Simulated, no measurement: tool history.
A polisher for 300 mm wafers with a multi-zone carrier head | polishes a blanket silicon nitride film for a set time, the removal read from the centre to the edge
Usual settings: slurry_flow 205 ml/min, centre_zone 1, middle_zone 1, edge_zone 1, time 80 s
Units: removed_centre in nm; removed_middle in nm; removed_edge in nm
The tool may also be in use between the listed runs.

| run | hour | slurry_flow | centre_zone | middle_zone | edge_zone | time | wafers since the last listed run | wafers polished on this pad | hours since the slurry nozzle was cleaned | hours since the centre zone pressure was calibrated | hours since the edge zone pressure was calibrated | hours since the carrier head's membrane was replaced | incoming thickness of the incoming film, nm | removed_centre | removed_middle | removed_edge |
|---|---|---|---|---|---|---|---|---|---|---|---|---|---|---|---|---|
| 1 | 0 | 160 | 1 | 0.97 | 1 | 80 | 0 | 313 | 373.3 | 455 | 710.2 | 570.5 | 761 | 239.8 | 233.5 | 236.3 |
| 2 | 58.7 | 160 | 1 | 0.97 | 1 | 80 | 521 | 834 | 432 | 513.7 | 768.9 | 629.2 | 770.7 | 240.1 | 231.4 | 232.8 |
| 3 | 127.7 | 205 | 1 | 1 | 1 | 99 | 613 | 1447 | 501 | 582.7 | 837.9 | 698.2 | 770 | 316.8 | 308.7 | 307.7 |
| 4 | 189.5 | 205 | 1 | 1 | 1 | 80 | 549 | 1996 | 562.8 | 644.5 | 899.7 | 760 | 750.1 | 252.5 | 244.6 | 243.3 |
|  | 235.8 | worn pad replaced by a new one |
| 5 | 245.3 | 205 | 1 | 1 | 1 | 80 | 460 | 84 | 618.6 | 700.3 | 955.5 | 815.8 | 757 | 250 | 243.4 | 252.5 |
| 6 | 272.5 | 205 | 1.04 | 1 | 1 | 80 | 241 | 326 | 645.8 | 727.5 | 982.7 | 843 | 758.1 | 264.9 | 248.3 | 245.8 |
| 7 | 342.2 | 205 | 1.04 | 1 | 1 | 80 | 619 | 945 | 715.5 | 797.2 | 1052.4 | 912.7 | 752.4 | 263.9 | 244.9 | 250.5 |
|  | 370.5 | slurry nozzle cleaned |
| 8 | 385.3 | 205 | 1.04 | 1 | 1 | 80 | 374 | 1319 | 14.8 | 840.3 | 1095.5 | 955.8 | 758.2 | 262.9 | 249.9 | 245.2 |
| 9 | 428.1 | 205 | 1 | 1.05 | 1 | 80 | 380 | 1699 | 57.6 | 883.1 | 1138.3 | 998.6 | 762.8 | 250.9 | 256.5 | 250.3 |
| 10 | 468.7 | 170 | 1 | 1 | 1 | 67 | 360 | 2060 | 98.2 | 923.7 | 1178.9 | 1039.2 | 760.7 | 200.7 | 198 | 203.9 |
|  | 505.8 | worn pad replaced by a new one |
|  | 525.4 | carrier head's membrane replaced by a new one |
| 11 | 528.5 | 205 | 1 | 1 | 1 | 80 | 451 | 157 | 158 | 983.5 | 1238.7 | 3.1 | 769.2 | 250.8 | 243.7 | 248.2 |
| 12 | 567 | 145 | 1 | 1 | 1 | 80 | 342 | 499 | 196.5 | 1022 | 1277.2 | 41.6 | 764.2 | 236.4 | 229.3 | 237.4 |
|  | 669.5 | centre zone pressure recalibrated |
| 13 | 708.7 | 205 | 0.95 | 1 | 1.04 | 80 | 1241 | 1740 | 338.2 | 39.2 | 1418.9 | 183.3 | 750.1 | 240.6 | 253.9 | 254.4 |
| 14 | 747.5 | 175 | 1 | 1.09 | 1 | 73 | 344 | 2085 | 377 | 78 | 1457.7 | 222.1 | 750.9 | 224.7 | 229.2 | 218.5 |
|  | 767.3 | worn pad replaced by a new one |
| 15 | 789.3 | 240 | 1 | 1 | 0.89 | 62 | 335 | 195 | 418.8 | 119.8 | 1499.5 | 263.9 | 767.8 | 201.5 | 197.1 | 185.9 |
|  | 817.7 | edge zone pressure recalibrated |
| 16 | 852.4 | 205 | 1 | 1 | 1 | 80 | 542 | 738 | 481.9 | 182.9 | 34.7 | 327 | 760.8 | 254.5 | 244.9 | 250.1 |
| 17 | 893.5 | 225 | 1 | 1 | 1 | 96 | 365 | 1103 | 523 | 224 | 75.8 | 368.1 | 765.7 | 309.1 | 304.8 | 302.3 |
| 18 | 920.9 | 160 | 1 | 0.97 | 1 | 80 | 243 | 1347 | 550.4 | 251.4 | 103.2 | 395.5 | 742.5 | 243.2 | 231.8 | 237.3 |
| 19 | 986 | 205 | 1 | 1 | 1 | 80 | 578 | 1925 | 615.5 | 316.5 | 168.3 | 460.6 | 760.8 | 254.9 | 244.1 | 246.4 |
|  | 1010 | worn pad replaced by a new one |
| 20 | 1011.6 | 205 | 1.03 | 1 | 1 | 80 | 191 | 14 | 641.1 | 342.1 | 193.9 | 486.2 | 757.4 | 260.2 | 249.3 | 245.7 |
| 21 | 1074.8 | 205 | 1.11 | 1 | 1 | 63 | 561 | 575 | 704.3 | 405.3 | 257.1 | 549.4 | 746.9 | 222 | 191.3 | 191.7 |
|  | 1087 | slurry nozzle cleaned |
| 22 | 1129.2 | 205 | 1 | 1 | 1 | 65 | 474 | 1050 | 42.2 | 459.7 | 311.5 | 603.8 | 756.3 | 205.9 | 204 | 197 |

Forecast each of these 4 alternatives for the next run:
| A | 1129.7 | 205 | 1 | 1 | 1 | 89 | 4 | 1054 | 42.7 | 460.2 | 312 | 604.3 | 762 | ? | ? | ? |
| B | 1129.7 | 265 | 1.07 | 1 | 1 | 80 | 4 | 1054 | 42.7 | 460.2 | 312 | 604.3 | 762 | ? | ? | ? |
| C | 1129.7 | 205 | 1.07 | 1 | 1 | 62 | 4 | 1054 | 42.7 | 460.2 | 312 | 604.3 | 762 | ? | ? | ? |
| D | 1129.7 | 185 | 1 | 1.1 | 1 | 80 | 4 | 1054 | 42.7 | 460.2 | 312 | 604.3 | 762 | ? | ? | ? |

| run | removed_centre | removed_middle | removed_edge |
|---|---|---|---|
| A | 281.4 | 278.8 | 275.6 |
| B | 279.9 | 259.2 | 254.2 |
| C | 208.8 | 194.1 | 192 |
| D | 248.3 | 257.7 | 244.5 |
Without the tool's hidden state the same runs would have given:
| run | removed_centre | removed_middle | removed_edge |
|---|---|---|---|
| A | 281.4 | 278.8 | 275.6 |
| B | 279.9 | 259.2 | 254.2 |
| C | 208.8 | 194.1 | 192 |
| D | 248.3 | 257.7 | 244.5 |
